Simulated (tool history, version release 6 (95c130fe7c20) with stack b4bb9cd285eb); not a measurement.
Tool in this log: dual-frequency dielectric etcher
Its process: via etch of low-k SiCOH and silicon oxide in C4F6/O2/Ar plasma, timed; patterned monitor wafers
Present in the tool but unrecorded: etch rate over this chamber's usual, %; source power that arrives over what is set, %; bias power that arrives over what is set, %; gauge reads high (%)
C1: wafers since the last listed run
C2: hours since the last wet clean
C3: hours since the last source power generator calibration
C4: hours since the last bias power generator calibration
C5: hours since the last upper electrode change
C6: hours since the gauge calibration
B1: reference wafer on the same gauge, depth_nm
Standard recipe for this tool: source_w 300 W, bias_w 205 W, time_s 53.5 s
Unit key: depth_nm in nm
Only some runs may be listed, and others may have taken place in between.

Run 1, hour 0.0: usual settings; C1 0; C2 137.4; C3 2846.0; C4 3398.4; C5 2961.2; C6 266.7; B1 158.8. Result: depth_nm 139.5 nm.
Run 2, hour 8.2: usual settings; C1 121; C2 145.6; C3 2854.2; C4 3406.6; C5 2969.4; C6 274.9; B1 158.9. Result: depth_nm 139.6 nm.
Run 3, hour 15.2: usual settings; C1 104; C2 152.6; C3 2861.2; C4 3413.6; C5 2976.4; C6 281.9; B1 159.0. Result: depth_nm 139.3 nm.
Run 4, hour 24.6: usual settings; C1 139; C2 162.0; C3 2870.6; C4 3423.0; C5 2985.8; C6 291.3; B1 158.9. Result: depth_nm 140.6 nm.
Run 5, hour 39.8: usual settings; C1 225; C2 177.2; C3 2885.8; C4 3438.2; C5 3001.0; C6 306.5; B1 158.5. Result: depth_nm 140.5 nm.
Run 6, hour 46.7: usual settings; C1 102; C2 184.1; C3 2892.7; C4 3445.1; C5 3007.9; C6 313.4; B1 158.8. Result: depth_nm 139.3 nm.
Run 7, hour 62.1: usual settings but bias_w 169 W, time_s 49.5 s; C1 228; C2 199.5; C3 2908.1; C4 3460.5; C5 3023.3; C6 328.8; B1 158.9. Result: depth_nm 122.1 nm.
Run 8, hour 112.0: usual settings but bias_w 169 W, time_s 49.5 s; C1 741; C2 249.4; C3 2958.0; C4 3510.4; C5 3073.2; C6 378.7; B1 159.4. Result: depth_nm 121.6 nm.
Run 9, hour 121.6: usual settings but bias_w 169 W, time_s 49.5 s; C1 142; C2 259.0; C3 2967.6; C4 3520.0; C5 3082.8; C6 388.3; B1 158.6. Result: depth_nm 121.6 nm.
Run 10, hour 131.1: usual settings; C1 141; C2 268.5; C3 2977.1; C4 3529.5; C5 3092.3; C6 397.8; B1 158.6. Result: depth_nm 139.7 nm.
Run 11, hour 147.7: usual settings; C1 246; C2 285.1; C3 2993.7; C4 3546.1; C5 3108.9; C6 414.4; B1 159.1. Result: depth_nm 140.4 nm.
Run 12, hour 158.0: usual settings; C1 153; C2 295.4; C3 3004.0; C4 3556.4; C5 3119.2; C6 424.7; B1 158.7. Result: depth_nm 139.6 nm.
At hour 176.5: bias power generator calibrated.
Run 13, hour 177.0: usual settings but time_s 58.5 s; C1 222; C2 314.4; C3 3023.0; C4 0.5; C5 3138.2; C6 443.7; B1 159.1. Result: depth_nm 153.1 nm.
Run 14, hour 188.1: usual settings but source_w 270 W, bias_w 192 W, time_s 63.0 s; C1 164; C2 325.5; C3 3034.1; C4 11.6; C5 3149.3; C6 454.8; B1 158.9. Result: depth_nm 155.1 nm.
At hour 191.3: gauge calibrated.
Run 15, hour 197.8: usual settings but source_w 220 W, bias_w 233 W, time_s 48.0 s; C1 144; C2 335.2; C3 3043.8; C4 21.3; C5 3159.0; C6 6.5; B1 159.1. Result: depth_nm 117.4 nm.
Run 16, hour 212.5: usual settings; C1 218; C2 349.9; C3 3058.5; C4 36.0; C5 3173.7; C6 21.2; B1 159.0. Result: depth_nm 141.1 nm.
Run 17, hour 222.6: usual settings but bias_w 183 W, time_s 41.5 s; C1 150; C2 360.0; C3 3068.6; C4 46.1; C5 3183.8; C6 31.3; B1 159.4. Result: depth_nm 105.0 nm.
At hour 234.9: source power generator calibrated.
At hour 252.0: wet clean of the chamber.
At hour 277.5: upper electrode replaced.
Run 18, hour 278.0: usual settings; C1 153; C2 26.0; C3 43.1; C4 101.5; C5 0.5; C6 86.7; B1 159.3. Result: depth_nm 141.1 nm.
Run 19, hour 278.4: usual settings but source_w 270 W, bias_w 192 W, time_s 63.0 s; C1 5; C2 26.4; C3 43.5; C4 101.9; C5 0.9; C6 87.1; B1 159.1. Result: depth_nm 154.5 nm.

What will run 20 give?
Run 20, hour 281.2: usual settings but time_s 44.0 s; C1 41; C2 29.2; C3 46.3; C4 104.7; C5 3.7; C6 89.9; B1 ?. Result: depth_nm ?.

B1: 159.2
depth_nm: 115.2 nm
Were there no unlogged condition in the tool, this run, its random variation unchanged, would have produced depth_nm 115.2 nm.
